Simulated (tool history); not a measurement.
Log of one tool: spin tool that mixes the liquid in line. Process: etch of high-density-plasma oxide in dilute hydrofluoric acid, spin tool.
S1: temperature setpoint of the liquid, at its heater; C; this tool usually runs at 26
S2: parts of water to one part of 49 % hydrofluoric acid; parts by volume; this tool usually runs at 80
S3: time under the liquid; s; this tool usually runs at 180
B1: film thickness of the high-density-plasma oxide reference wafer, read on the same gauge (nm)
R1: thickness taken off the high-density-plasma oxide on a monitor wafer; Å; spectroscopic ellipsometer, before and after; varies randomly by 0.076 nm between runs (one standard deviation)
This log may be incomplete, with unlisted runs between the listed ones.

Run 1, hour 0: usual settings but S1 22.5 C; B1 79.99. Result: R1 158.9 Å.
Run 2, hour 61.5: usual settings; B1 80. Result: R1 182.3 Å.
Run 3, hour 103.9: usual settings; B1 80. Result: R1 182.9 Å.
At hour 151: thermometer replaced.
At hour 153.7: hydrofluoric acid flow meter replaced.
Run 4, hour 159.8: usual settings; B1 80. Result: R1 167.9 Å.
Run 5, hour 196.9: usual settings; B1 79.99. Result: R1 168.3 Å.
Run 6, hour 248.9: usual settings; B1 79.99. Result: R1 167.8 Å.
Run 7, hour 291.4: usual settings; B1 79.99. Result: R1 168.8 Å.
At hour 305.4: gauge calibrated.
Run 8, hour 344.1: usual settings; B1 80. Result: R1 168.6 Å.
Run 9, hour 375.8: usual settings; B1 79.99. Result: R1 171.5 Å.
Run 10, hour 422.4: usual settings; B1 79.98. Result: R1 170.2 Å.
Run 11, hour 490.6: usual settings but S2 50 parts by volume; B1 79.98. Result: R1 284.8 Å.
Run 12, hour 559.4: usual settings; B1 79.99. Result: R1 171.1 Å.
Run 13, hour 612.3: usual settings but S1 27.5 C; B1 80.01. Result: R1 183.2 Å.
Run 14, hour 682.8: usual settings but S2 60 parts by volume, S3 205 s; B1 80.02. Result: R1 269.5 Å.
Run 15, hour 714.2: usual settings but S2 120 parts by volume, S3 270 s; B1 80.01. Result: R1 164.9 Å.
Run 16, hour 769.4: usual settings but S2 60 parts by volume, S3 145 s; B1 80. Result: R1 191 Å.
Run 17, hour 819.9: usual settings but S2 105 parts by volume; B1 79.99. Result: R1 129.2 Å.
Run 18, hour 885.4: usual settings; B1 80.01. Result: R1 173.8 Å.
Run 19, hour 941.6: usual settings but S2 45 parts by volume, S3 285 s; B1 79.99. Result: R1 520.2 Å.
Run 20, hour 986.4: usual settings but S1 22 C, S2 55 parts by volume; B1 79.99. Result: R1 223.3 Å.
Run 21, hour 1063.4: usual settings but S3 130 s; B1 80. Result: R1 128 Å.
Run 22, hour 1090.2: usual settings; B1 80. Result: R1 175.7 Å.
Run 23, hour 1141.9: usual settings but S1 24.5 C, S3 240 s; B1 79.99. Result: R1 223.4 Å.
Run 24, hour 1182.7: usual settings; B1 80.01. Result: R1 177.9 Å.
Run 25, hour 1244.4: usual settings but S2 65 parts by volume; B1 80. Result: R1 223.4 Å.
Run 26, hour 1300.7: usual settings; B1 80. Result: R1 177.4 Å.
Run 27, hour 1352: usual settings but S2 95 parts by volume; B1 80. Result: R1 148.2 Å.
Run 28, hour 1386.3: usual settings but S2 115 parts by volume, S3 145 s; B1 79.99. Result: R1 97 Å.
Run 29, hour 1442.8: usual settings but S1 24 C, S2 115 parts by volume, S3 135 s; B1 79.98. Result: R1 82.9 Å.
Run 30, hour 1473.5: usual settings but S2 60 parts by volume, S3 265 s; B1 80. Result: R1 364.3 Å.
Run 31, hour 1533.8: usual settings but S1 23 C, S3 85 s; B1 80.02. Result: R1 76.1 Å.
Run 32, hour 1588.4: usual settings but S1 22.5 C, S3 90 s; B1 79.99. Result: R1 79.1 Å.

Alternative continuations, all from the tool just after run 32; predict every row:
Run A, hour 1588.9: usual settings; B1 ?. Result: R1 ?.
Run B, hour 1588.9: usual settings but S1 21.5 C; B1 ?. Result: R1 ?.
Run C, hour 1588.9: usual settings but S3 75 s; B1 ?. Result: R1 ?.
Run D, hour 1588.9: usual settings but S2 100 parts by volume, S3 120 s; B1 ?. Result: R1 ?.

run     B1     R1
  A  79.99    182
  B  79.99  152.1
  C  79.99   75.8
  D  79.99   94.6
Had the tool no hidden state, the same runs would have come out as:
run     R1
  A  164.7
  B  137.4
  C   68.6
  D   85.6
